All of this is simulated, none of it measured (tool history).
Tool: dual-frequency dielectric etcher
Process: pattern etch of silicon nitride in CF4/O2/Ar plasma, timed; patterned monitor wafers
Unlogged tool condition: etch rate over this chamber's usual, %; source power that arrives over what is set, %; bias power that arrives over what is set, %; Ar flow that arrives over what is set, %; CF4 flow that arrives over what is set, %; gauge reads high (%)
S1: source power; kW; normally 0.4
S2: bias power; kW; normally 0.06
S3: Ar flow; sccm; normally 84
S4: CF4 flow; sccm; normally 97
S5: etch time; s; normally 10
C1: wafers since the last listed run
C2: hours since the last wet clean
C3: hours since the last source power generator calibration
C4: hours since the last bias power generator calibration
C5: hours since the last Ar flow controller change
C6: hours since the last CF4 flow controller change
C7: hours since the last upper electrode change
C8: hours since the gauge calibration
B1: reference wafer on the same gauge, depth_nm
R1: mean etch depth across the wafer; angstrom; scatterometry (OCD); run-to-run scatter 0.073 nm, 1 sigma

run	hour	S1	S2	S3	S4	S5	C1	C2	C3	C4	C5	C6	C7	C8	B1	R1
1	0	0.4	0.06	84	97	10	0	0.8	3418.8	5.2	54.4	3639.5	2835.6	34.2	19.03	168.5
# hour 27.7: upper electrode replaced
2	28.2	0.4	0.06	84	97	10	83	29	3447	33.4	82.6	3667.7	0.5	62.4	19.02	170.7
3	28.5	0.4	0.06	84	80	7.5	5	29.3	3447.3	33.7	82.9	3668	0.8	62.7	19.03	124.1
4	30.1	0.4	0.06	93	97	10	31	30.9	3448.9	35.3	84.5	3669.6	2.4	64.3	18.97	168.8
5	38	0.31	0.06	84	97	12.5	157	38.8	3456.8	43.2	92.4	3677.5	10.3	72.2	18.99	168.4
6	50.8	0.4	0.06	84	97	10	255	51.6	3469.6	56	105.2	3690.3	23.1	85	18.98	170
7	64.6	0.46	0.051	103	116	10	275	65.4	3483.4	69.8	119	3704.1	36.9	98.8	19.02	173.6
# hour 72.6: source power generator calibrated
8	76	0.4	0.051	96	97	10	147	76.8	3.4	81.2	130.4	3715.5	48.3	110.2	19	151.2
9	92.5	0.4	0.066	84	107	10	329	93.3	19.9	97.7	146.9	3732	64.8	126.7	19	184.4
10	104.4	0.37	0.06	74	106	11	237	105.2	31.8	109.6	158.8	3743.9	76.7	138.6	19	179.3
# hour 117.7: CF4 flow controller replaced
11	118.3	0.4	0.06	84	97	12	157	119.1	45.7	123.5	172.7	0.6	90.6	152.5	19.02	205.4
12	131.3	0.4	0.06	67	97	10	259	132.1	58.7	136.5	185.7	13.6	103.6	165.5	18.99	178
13	146.4	0.4	0.06	84	97	10	301	147.2	73.8	151.6	200.8	28.7	118.7	180.6	18.99	172.4
14	161.7	0.34	0.072	99	104	10	305	162.5	89.1	166.9	216.1	44	134	195.9	18.98	162.5
15	173.5	0.4	0.06	84	97	10	235	174.3	100.9	178.7	227.9	55.8	145.8	207.7	18.99	172.8
16	187.2	0.4	0.06	78	110	10	273	188	114.6	192.4	241.6	69.5	159.5	221.4	19	176.6
17	201.1	0.4	0.06	84	97	7.5	277	201.9	128.5	206.3	255.5	83.4	173.4	235.3	18.96	128.9
18	211.7	0.4	0.054	74	97	10	211	212.5	139.1	216.9	266.1	94	184	245.9	19.02	164.8
19	218.5	0.46	0.051	103	116	10	135	219.3	145.9	223.7	272.9	100.8	190.8	252.7	18.98	175.9
20	235.8	0.4	0.06	84	97	10	345	236.6	163.2	241	290.2	118.1	208.1	270	18.99	172

5 ways to go on from here, each from the tool as it stands after run 20. What would each give?
A	236.2	0.4	0.05	84	97	10	7	237	163.6	241.4	290.6	118.5	208.5	270.4	?	?
B	236.2	0.45	0.074	99	97	10	7	237	163.6	241.4	290.6	118.5	208.5	270.4	?	?
C	236.2	0.4	0.06	84	110	10	7	237	163.6	241.4	290.6	118.5	208.5	270.4	?	?
D	236.2	0.4	0.064	84	97	10	7	237	163.6	241.4	290.6	118.5	208.5	270.4	?	?
E	236.2	0.36	0.06	84	97	10	7	237	163.6	241.4	290.6	118.5	208.5	270.4	?	?

run	B1	R1
A	19.04	153.2
B	19.04	212.3
C	19.04	174.6
D	19.04	178.9
E	19.04	156.1
Without the tool's hidden state the same runs would have given:
run	R1
A	151.3
B	209.6
C	172.5
D	176.6
E	154.2

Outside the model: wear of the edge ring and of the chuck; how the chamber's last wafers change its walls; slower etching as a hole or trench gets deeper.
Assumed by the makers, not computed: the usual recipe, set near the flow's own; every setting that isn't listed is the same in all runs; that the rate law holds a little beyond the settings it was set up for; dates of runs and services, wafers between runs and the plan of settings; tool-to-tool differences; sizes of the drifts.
